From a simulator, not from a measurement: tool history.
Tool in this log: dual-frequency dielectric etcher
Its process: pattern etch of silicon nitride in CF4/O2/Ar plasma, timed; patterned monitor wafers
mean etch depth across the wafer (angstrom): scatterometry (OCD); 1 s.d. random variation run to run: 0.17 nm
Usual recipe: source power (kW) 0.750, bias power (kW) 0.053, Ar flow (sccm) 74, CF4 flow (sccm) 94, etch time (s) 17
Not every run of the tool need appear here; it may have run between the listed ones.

| run | hour | source power (kW) | bias power (kW) | Ar flow (sccm) | CF4 flow (sccm) | etch time (s) | wafers since the last listed run | hours since the last wet clean | hours since the last source power generator calibration | hours since the last bias power generator calibration | hours since the last Ar flow controller change | hours since the last CF4 flow controller change | hours since the last upper electrode change | hours since the gauge calibration | read-back reference wafer on the same gauge, depth_nm | mean etch depth across the wafer (angstrom) |
|---|---|---|---|---|---|---|---|---|---|---|---|---|---|---|---|---|
| 1 | 0.0 | 0.750 | 0.053 | 74 | 94 | 17 | 0 | 132.2 | 2397.9 | 2785.4 | 4269.5 | 92.6 | 72.1 | 748.2 | 44.93 | 457.1 |
|  | 15.4 | source power generator calibrated |
| 2 | 15.9 | 0.750 | 0.053 | 74 | 94 | 17 | 222 | 148.1 | 0.5 | 2801.3 | 4285.4 | 108.5 | 88.0 | 764.1 | 44.94 | 456.4 |
| 3 | 30.3 | 0.750 | 0.053 | 74 | 87 | 17 | 268 | 162.5 | 14.9 | 2815.7 | 4299.8 | 122.9 | 102.4 | 778.5 | 44.93 | 454.1 |
|  | 57.1 | gauge calibrated |
| 4 | 65.2 | 0.750 | 0.053 | 90 | 75 | 17 | 651 | 197.4 | 49.8 | 2850.6 | 4334.7 | 157.8 | 137.3 | 8.1 | 44.20 | 427.4 |
| 5 | 96.0 | 0.750 | 0.053 | 74 | 94 | 14 | 575 | 228.2 | 80.6 | 2881.4 | 4365.5 | 188.6 | 168.1 | 38.9 | 44.27 | 371.8 |
| 6 | 127.8 | 0.840 | 0.064 | 74 | 94 | 17 | 593 | 260.0 | 112.4 | 2913.2 | 4397.3 | 220.4 | 199.9 | 70.7 | 44.39 | 537.3 |
|  | 158.7 | Ar flow controller replaced |
| 7 | 162.6 | 0.750 | 0.058 | 74 | 113 | 17 | 537 | 294.8 | 147.2 | 2948.0 | 3.9 | 255.2 | 234.7 | 105.5 | 44.42 | 473.7 |
| 8 | 178.0 | 0.660 | 0.066 | 74 | 94 | 17 | 287 | 310.2 | 162.6 | 2963.4 | 19.3 | 270.6 | 250.1 | 120.9 | 44.46 | 429.7 |
|  | 190.4 | bias power generator calibrated |
| 9 | 198.7 | 0.810 | 0.053 | 74 | 94 | 17 | 311 | 330.9 | 183.3 | 8.3 | 40.0 | 291.3 | 270.8 | 141.6 | 44.50 | 488.8 |
| 10 | 229.2 | 0.750 | 0.053 | 60 | 94 | 17 | 569 | 361.4 | 213.8 | 38.8 | 70.5 | 321.8 | 301.3 | 172.1 | 44.56 | 462.9 |
| 11 | 251.7 | 0.750 | 0.053 | 74 | 94 | 17 | 420 | 383.9 | 236.3 | 61.3 | 93.0 | 344.3 | 323.8 | 194.6 | 44.56 | 451.5 |

Run 12, settings as shown, results not yet in. Your forecast:
| 12 | 280.1 | 0.830 | 0.066 | 83 | 110 | 17 | 530 | 412.3 | 264.7 | 89.7 | 121.4 | 372.7 | 352.2 | 223.0 | ? | ? |

{"run 12": {"read-back reference wafer on the same gauge, depth_nm": 44.6, "mean etch depth across the wafer (angstrom)": 540.8}}
Minus the tool's unlogged condition, the same run would have read mean etch depth across the wafer (angstrom) 536.0.

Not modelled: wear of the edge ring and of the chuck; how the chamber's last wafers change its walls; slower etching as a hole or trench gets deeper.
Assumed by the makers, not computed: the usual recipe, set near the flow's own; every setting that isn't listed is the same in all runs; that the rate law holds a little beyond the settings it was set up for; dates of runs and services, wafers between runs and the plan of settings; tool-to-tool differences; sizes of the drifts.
